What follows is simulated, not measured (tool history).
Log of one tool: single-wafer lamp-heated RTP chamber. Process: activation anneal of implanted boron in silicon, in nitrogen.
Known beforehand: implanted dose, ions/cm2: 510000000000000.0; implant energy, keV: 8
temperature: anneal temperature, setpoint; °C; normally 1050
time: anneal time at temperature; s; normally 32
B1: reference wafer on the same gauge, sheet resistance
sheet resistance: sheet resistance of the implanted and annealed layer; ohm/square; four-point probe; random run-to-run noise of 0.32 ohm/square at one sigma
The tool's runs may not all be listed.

Run 1, hour 0: usual settings but time 43 s; B1 199.95. Result: sheet resistance 212.62 ohm/square.
Run 2, hour 35.8: usual settings but temperature 1041 °C; B1 200.06. Result: sheet resistance 214.84 ohm/square.
Run 3, hour 76.9: usual settings; B1 200.1. Result: sheet resistance 214.27 ohm/square.
Run 4, hour 102.5: usual settings; B1 199.97. Result: sheet resistance 214.01 ohm/square.
Run 5, hour 166.4: usual settings; B1 199.86. Result: sheet resistance 214.05 ohm/square.
At hour 203.5: pyrometer window cleaned and pyrometer calibrated.
Run 6, hour 205.4: usual settings but temperature 1031 °C; B1 199.96. Result: sheet resistance 216.25 ohm/square.
Run 7, hour 261.4: usual settings but time 17 s; B1 200.06. Result: sheet resistance 217.4 ohm/square.
Run 8, hour 285.4: usual settings but time 17 s; B1 199.93. Result: sheet resistance 217.03 ohm/square.
At hour 354.4: gauge calibrated.
Run 9, hour 411.4: usual settings; B1 199.86. Result: sheet resistance 213.25 ohm/square.
Run 10, hour 471.5: usual settings but temperature 1078 °C, time 45 s; B1 200.01. Result: sheet resistance 207.05 ohm/square.
At hour 483.2: pyrometer window cleaned and pyrometer calibrated.
Run 11, hour 505: usual settings but time 19 s; B1 200.07. Result: sheet resistance 216.96 ohm/square.
Run 12, hour 552.5: usual settings but temperature 1071 °C, time 13 s; B1 199.92. Result: sheet resistance 216.69 ohm/square.
At hour 584: reflector plate cleaned.
Run 13, hour 619.7: usual settings; B1 200.04. Result: sheet resistance 213.74 ohm/square.
Run 14, hour 654.8: usual settings but temperature 1024 °C; B1 200.06. Result: sheet resistance 216.02 ohm/square.
Run 15, hour 726.4: usual settings but temperature 1072 °C, time 47 s; B1 200.05. Result: sheet resistance 207.34 ohm/square.
Run 16, hour 778: usual settings; B1 200.07. Result: sheet resistance 213.45 ohm/square.

Run 17 comes next. What will it give?
At hour 788.2: pyrometer window cleaned and pyrometer calibrated.
Run 17, hour 837.1: usual settings but temperature 1021 °C, time 39 s; B1 ?. Result: sheet resistance ?.

{"run 17": {"B1": 199.87, "sheet resistance": 215.65}}
Were there no unlogged condition in the tool, this run, its random variation unchanged, would have produced sheet resistance 216.12 ohm/square.
